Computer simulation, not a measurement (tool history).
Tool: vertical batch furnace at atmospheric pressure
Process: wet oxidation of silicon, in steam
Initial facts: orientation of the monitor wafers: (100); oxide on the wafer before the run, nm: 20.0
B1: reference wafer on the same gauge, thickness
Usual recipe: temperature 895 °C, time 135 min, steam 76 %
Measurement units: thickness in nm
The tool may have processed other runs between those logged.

Run 1, hour 0: usual settings; B1 284.92. Result: thickness 257.19 nm.
Run 2, hour 38.4: usual settings; B1 285.02. Result: thickness 256.97 nm.
At hour 58.3: gauge calibrated.
Run 3, hour 92.1: usual settings; B1 285.04. Result: thickness 257.51 nm.
Run 4, hour 138.8: usual settings; B1 285.06. Result: thickness 257.82 nm.
Run 5, hour 205.7: usual settings; B1 285.08. Result: thickness 257.6 nm.
Run 6, hour 234.8: usual settings but steam 83 %; B1 284.99. Result: thickness 276.55 nm.
Run 7, hour 263.3: usual settings but steam 83 %; B1 284.83. Result: thickness 276.25 nm.
Run 8, hour 327.1: usual settings but steam 83 %; B1 284.98. Result: thickness 276.75 nm.
Run 9, hour 381.7: usual settings but temperature 887 °C, time 164 min; B1 285.06. Result: thickness 273.3 nm.
Run 10, hour 448.6: usual settings but temperature 887 °C, time 164 min; B1 284.95. Result: thickness 273.37 nm.
Run 11, hour 489.9: usual settings; B1 285.03. Result: thickness 258.77 nm.
Run 12, hour 532.9: usual settings; B1 285.07. Result: thickness 258.07 nm.
Run 13, hour 569.9: usual settings; B1 284.96. Result: thickness 257.45 nm.
Run 14, hour 603.7: usual settings; B1 285.12. Result: thickness 257.99 nm.
At hour 644: steam generator serviced.
Run 15, hour 653.5: usual settings but temperature 883 °C; B1 284.9. Result: thickness 222.91 nm.
Run 16, hour 684.8: usual settings but temperature 917 °C, steam 86 %; B1 285.07. Result: thickness 356.98 nm.
Run 17, hour 719: usual settings but temperature 877 °C, time 199 min, steam 82 %; B1 285.03. Result: thickness 299.69 nm.
Run 18, hour 762: usual settings but time 188.5 min, steam 71 %; B1 284.92. Result: thickness 318.42 nm.
Run 19, hour 828.5: usual settings; B1 285. Result: thickness 258.59 nm.
Run 20, hour 865.7: usual settings; B1 284.87. Result: thickness 258.51 nm.
At hour 901: thermocouples replaced and temperature profile calibrated.
Run 21, hour 919.6: usual settings but steam 71 %; B1 284.87. Result: thickness 233.97 nm.
Run 22, hour 976: usual settings; B1 285.13. Result: thickness 247.37 nm.
Run 23, hour 1020.6: usual settings but temperature 904 °C; B1 285.12. Result: thickness 277.29 nm.
Run 24, hour 1057: usual settings but steam 66 %; B1 284.96. Result: thickness 221.7 nm.
Run 25, hour 1101.9: usual settings but temperature 902 °C, steam 83 %; B1 285.03. Result: thickness 289.32 nm.
Run 26, hour 1130.2: usual settings; B1 285.11. Result: thickness 248.62 nm.
Run 27, hour 1160.7: usual settings but temperature 908 °C, time 158 min; B1 284.95. Result: thickness 325.25 nm.
Run 28, hour 1205.3: usual settings but temperature 912 °C, time 186 min, steam 71 %; B1 284.85. Result: thickness 364.83 nm.
Run 29, hour 1239.5: usual settings but time 78.5 min; B1 285.09. Result: thickness 162.91 nm.
Run 30, hour 1282.7: usual settings; B1 285.17. Result: thickness 251.07 nm.
Run 31, hour 1339.6: usual settings but temperature 903 °C; B1 285.01. Result: thickness 276.14 nm.
Run 32, hour 1387.4: usual settings but temperature 874 °C, time 192.5 min; B1 285.12. Result: thickness 255.93 nm.
Run 33, hour 1456: usual settings; B1 285.08. Result: thickness 251.56 nm.
Run 34, hour 1510.1: usual settings but temperature 886 °C, steam 70 %; B1 285.08. Result: thickness 212.03 nm.
Run 35, hour 1544.5: usual settings but steam 71 %; B1 284.78. Result: thickness 239.45 nm.
Run 36, hour 1589.1: usual settings but temperature 909 °C, time 80.5 min; B1 285.02. Result: thickness 198.14 nm.
Run 37, hour 1622.4: usual settings but steam 71 %; B1 284.89. Result: thickness 240.1 nm.

What if the next run were any one of these 5? Each begins from the tool's condition after run 37:
Run A, hour 1629.1: usual settings; B1 ?. Result: thickness ?.
Run B, hour 1629.1: usual settings but temperature 874 °C, steam 88 %; B1 ?. Result: thickness ?.
Run C, hour 1629.1: usual settings but temperature 888 °C, time 176 min, steam 67 %; B1 ?. Result: thickness ?.
Run D, hour 1629.1: usual settings but temperature 888 °C; B1 ?. Result: thickness ?.
Run E, hour 1629.1: usual settings but temperature 908 °C, steam 67 %; B1 ?. Result: thickness ?.

run      B1  thickness
  A  285.05     251.93
  B  285.05     216.84
  C  285.05     258.24
  D  285.05     231.04
  E  285.05     264.46
Take away the tool's hidden state, keep each run's random variation, and the runs would have read:
run  thickness
  A     244.71
  B        210
  C     250.66
  D     224.16
  E     257.85
